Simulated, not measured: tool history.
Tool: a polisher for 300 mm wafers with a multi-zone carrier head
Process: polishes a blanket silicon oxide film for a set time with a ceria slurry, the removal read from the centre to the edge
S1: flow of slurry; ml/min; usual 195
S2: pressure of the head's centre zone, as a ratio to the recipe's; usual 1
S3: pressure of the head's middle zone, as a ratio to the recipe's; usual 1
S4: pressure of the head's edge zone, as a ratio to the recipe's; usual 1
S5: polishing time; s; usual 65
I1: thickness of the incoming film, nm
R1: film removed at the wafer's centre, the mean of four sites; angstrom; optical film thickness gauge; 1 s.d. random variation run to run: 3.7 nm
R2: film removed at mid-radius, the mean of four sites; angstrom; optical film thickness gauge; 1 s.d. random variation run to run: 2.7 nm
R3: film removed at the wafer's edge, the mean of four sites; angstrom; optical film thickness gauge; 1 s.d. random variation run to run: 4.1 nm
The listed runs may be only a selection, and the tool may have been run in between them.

Run 1, hour 0: usual settings but S4 0.96; I1 976.3. Result: R1 3303 angstrom, R2 3334 angstrom, R3 3291 angstrom.
At hour 39.5: carrier head's membrane replaced by a new one.
Run 2, hour 89.4: usual settings; I1 995.3. Result: R1 3238 angstrom, R2 3241 angstrom, R3 3314 angstrom.
At hour 144.3: worn pad replaced by a new one.
Run 3, hour 159.2: usual settings; I1 1011.3. Result: R1 3204 angstrom, R2 3201 angstrom, R3 3220 angstrom.
Run 4, hour 207.4: usual settings; I1 988.6. Result: R1 3193 angstrom, R2 3158 angstrom, R3 3293 angstrom.
Run 5, hour 282.5: usual settings but S3 1.06; I1 1010.7. Result: R1 3194 angstrom, R2 3351 angstrom, R3 3231 angstrom.
Run 6, hour 389.8: usual settings; I1 992.4. Result: R1 3261 angstrom, R2 3159 angstrom, R3 3254 angstrom.
Run 7, hour 437.2: usual settings but S4 1.09, S5 50 s; I1 1016.9. Result: R1 2457 angstrom, R2 2400 angstrom, R3 2552 angstrom.
At hour 490.8: slurry nozzle cleaned.
Run 8, hour 510.9: usual settings but S4 0.96; I1 981.5. Result: R1 3598 angstrom, R2 3392 angstrom, R3 3352 angstrom.
Run 9, hour 597.4: usual settings but S1 265 ml/min, S2 1.05; I1 989.7. Result: R1 3866 angstrom, R2 3463 angstrom, R3 3464 angstrom.
At hour 746.2: worn pad replaced by a new one.
At hour 758.5: centre zone pressure recalibrated.
Run 10, hour 781.7: usual settings but S1 150 ml/min; I1 1007. Result: R1 2854 angstrom, R2 2901 angstrom, R3 3052 angstrom.
Run 11, hour 875.8: usual settings but S4 1.09, S5 84 s; I1 979.3. Result: R1 3990 angstrom, R2 4097 angstrom, R3 4317 angstrom.
Run 12, hour 961.7: usual settings but S1 155 ml/min, S4 0.91, S5 72 s; I1 1004.7. Result: R1 3181 angstrom, R2 3233 angstrom, R3 3246 angstrom.
Run 13, hour 1005.9: usual settings but S5 72 s; I1 991.9. Result: R1 3454 angstrom, R2 3434 angstrom, R3 3526 angstrom.
Run 14, hour 1094.9: usual settings; I1 990.8. Result: R1 3083 angstrom, R2 3074 angstrom, R3 3285 angstrom.
At hour 1106.1: slurry nozzle cleaned.
At hour 1134.7: edge zone pressure recalibrated.
Run 15, hour 1160.3: usual settings but S2 1.08, S3 0.93; I1 999.9. Result: R1 3648 angstrom, R2 3174 angstrom, R3 3339 angstrom.
Run 16, hour 1200.4: usual settings but S2 0.95; I1 1003. Result: R1 3198 angstrom, R2 3320 angstrom, R3 3398 angstrom.
At hour 1209.1: carrier head's membrane replaced by a new one.
Run 17, hour 1306.3: usual settings but S1 215 ml/min, S3 0.88; I1 1008.3. Result: R1 3325 angstrom, R2 2946 angstrom, R3 3327 angstrom.
At hour 1321.3: worn pad replaced by a new one.
Run 18, hour 1377.8: usual settings but S2 0.95; I1 986. Result: R1 3205 angstrom, R2 3155 angstrom, R3 3209 angstrom.
Run 19, hour 1428.3: usual settings but S1 215 ml/min; I1 989.6. Result: R1 3373 angstrom, R2 3199 angstrom, R3 3339 angstrom.
Run 20, hour 1491.9: usual settings; I1 982.9. Result: R1 3314 angstrom, R2 3172 angstrom, R3 3211 angstrom.
Run 21, hour 1566.1: usual settings but S1 265 ml/min, S2 1.07; I1 1000.2. Result: R1 3727 angstrom, R2 3363 angstrom, R3 3351 angstrom.
At hour 1668.3: slurry nozzle cleaned.
Run 22, hour 1668.8: usual settings but S1 145 ml/min, S3 0.93, S4 1.11; I1 1008.3. Result: R1 3306 angstrom, R2 2982 angstrom, R3 3436 angstrom.
At hour 1755.7: centre zone pressure recalibrated.
Run 23, hour 1772.6: usual settings but S1 260 ml/min, S4 0.88, S5 82 s; I1 1010.6. Result: R1 4302 angstrom, R2 4343 angstrom, R3 4076 angstrom.

For some of the steps in R1 from one run to the next: how much would appear even if the tool had no hidden state, given the settings, what came in and random variation, and how much remains for the hidden state plus any gauge scatter that the measured result and the result without hidden state don't share?
Hidden conditions of the tool in this case: removal rate lost through wear of the pad, %; slurry flow missing at the pad, %; deviation of the centre zone's pressure from its setpoint, %; deviation of the edge zone's pressure from its setpoint, %.
Run 7 -> 8: S4 1.09 -> 0.96, S5 50 -> 65, slurry nozzle cleaned. R1 +1141 angstrom: hidden state +300, all else +841.
Run 9 -> 10: S1 265 -> 150, S2 1.05 -> 1, worn pad replaced by a new one, centre zone pressure recalibrated. R1 -1012 angstrom: hidden state -505, all else -507.
Run 10 -> 11: S1 150 -> 195, S4 1 -> 1.09, S5 65 -> 84. R1 +1136 angstrom: hidden state -25, all else +1161.
Run 22 -> 23: S1 145 -> 260, S3 0.93 -> 1, S4 1.11 -> 0.88, S5 65 -> 82, centre zone pressure recalibrated. R1 +996 angstrom: hidden state -328, all else +1324.
